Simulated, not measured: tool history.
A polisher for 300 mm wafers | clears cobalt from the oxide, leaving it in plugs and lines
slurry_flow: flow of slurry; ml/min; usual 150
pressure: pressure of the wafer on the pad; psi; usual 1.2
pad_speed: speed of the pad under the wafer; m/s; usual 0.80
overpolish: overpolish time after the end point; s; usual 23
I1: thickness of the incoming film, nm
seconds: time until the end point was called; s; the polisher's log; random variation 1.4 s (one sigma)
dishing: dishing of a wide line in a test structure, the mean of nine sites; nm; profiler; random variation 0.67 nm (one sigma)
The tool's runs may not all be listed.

{"run": 1, "day": 0.0, "slurry_flow": 150, "pressure": 1.2, "pad_speed": 0.96, "overpolish": 23, "I1": 283.3, "seconds": 115.6, "dishing": 36.2}
{"run": 2, "day": 2.929, "slurry_flow": 150, "pressure": 1.2, "pad_speed": 0.64, "overpolish": 23, "I1": 284.5, "seconds": 170.7, "dishing": 29.3}
{"run": 3, "day": 4.712, "slurry_flow": 150, "pressure": 1.2, "pad_speed": 0.64, "overpolish": 23, "I1": 288.0, "seconds": 174.7, "dishing": 29.6}
{"run": 4, "day": 5.85, "slurry_flow": 150, "pressure": 1.2, "pad_speed": 0.72, "overpolish": 23, "I1": 290.3, "seconds": 160.1, "dishing": 31.4}
{"run": 5, "day": 8.071, "slurry_flow": 150, "pressure": 1.2, "pad_speed": 0.72, "overpolish": 23, "I1": 280.6, "seconds": 148.4, "dishing": 31.7}
{"run": 6, "day": 16.567, "slurry_flow": 150, "pressure": 1.2, "pad_speed": 0.72, "overpolish": 23, "I1": 288.4, "seconds": 157.0, "dishing": 31.8}
{"run": 7, "day": 18.046, "slurry_flow": 150, "pressure": 1.0, "pad_speed": 0.8, "overpolish": 23, "I1": 285.3, "seconds": 163.1, "dishing": 30.4}
{"run": 8, "day": 19.521, "slurry_flow": 150, "pressure": 1.2, "pad_speed": 0.88, "overpolish": 23, "I1": 285.6, "seconds": 128.0, "dishing": 35.4}
{"run": 9, "day": 20.796, "slurry_flow": 150, "pressure": 1.4, "pad_speed": 0.88, "overpolish": 23, "I1": 280.1, "seconds": 107.6, "dishing": 38.2}
{"run": 10, "day": 22.312, "slurry_flow": 150, "pressure": 1.0, "pad_speed": 0.8, "overpolish": 23, "I1": 286.2, "seconds": 163.7, "dishing": 29.8}
{"run": 11, "day": 23.775, "slurry_flow": 150, "pressure": 1.0, "pad_speed": 0.58, "overpolish": 14, "I1": 285.4, "seconds": 223.2, "dishing": 16.1}
{"run": 12, "day": 25.521, "slurry_flow": 110, "pressure": 1.5, "pad_speed": 0.56, "overpolish": 23, "I1": 284.4, "seconds": 169.9, "dishing": 28.5}
{"run": 13, "day": 27.8, "slurry_flow": 165, "pressure": 1.1, "pad_speed": 0.98, "overpolish": 23, "I1": 282.5, "seconds": 118.3, "dishing": 36.7}
{"run": 14, "day": 29.775, "slurry_flow": 165, "pressure": 1.1, "pad_speed": 0.8, "overpolish": 30, "I1": 279.5, "seconds": 146.3, "dishing": 37.6}
{"run": 15, "day": 31.012, "slurry_flow": 150, "pressure": 1.2, "pad_speed": 0.8, "overpolish": 23, "I1": 283.7, "seconds": 134.7, "dishing": 33.8}

Taken out of this log: 7 entries between the listed runs. Where each belongs, and how the hidden state differs across it:
Between runs 4 and 5: worn pad replaced by a new one (day 7.038)
  no hidden state differs between the two runs
Between runs 5 and 6: slurry nozzle cleaned (day 10.596); worn pad replaced by a new one (day 14.154)
  no hidden state differs between the two runs
Between runs 6 and 7: head pressure recalibrated (day 17.538)
  no hidden state differs between the two runs
Between runs 8 and 9: slurry nozzle cleaned (day 20.454)
  no hidden state differs between the two runs
Between runs 10 and 11: worn pad replaced by a new one (day 23.388)
  no hidden state differs between the two runs
Between runs 14 and 15: worn pad replaced by a new one (day 30.771)
  no hidden state differs between the two runs
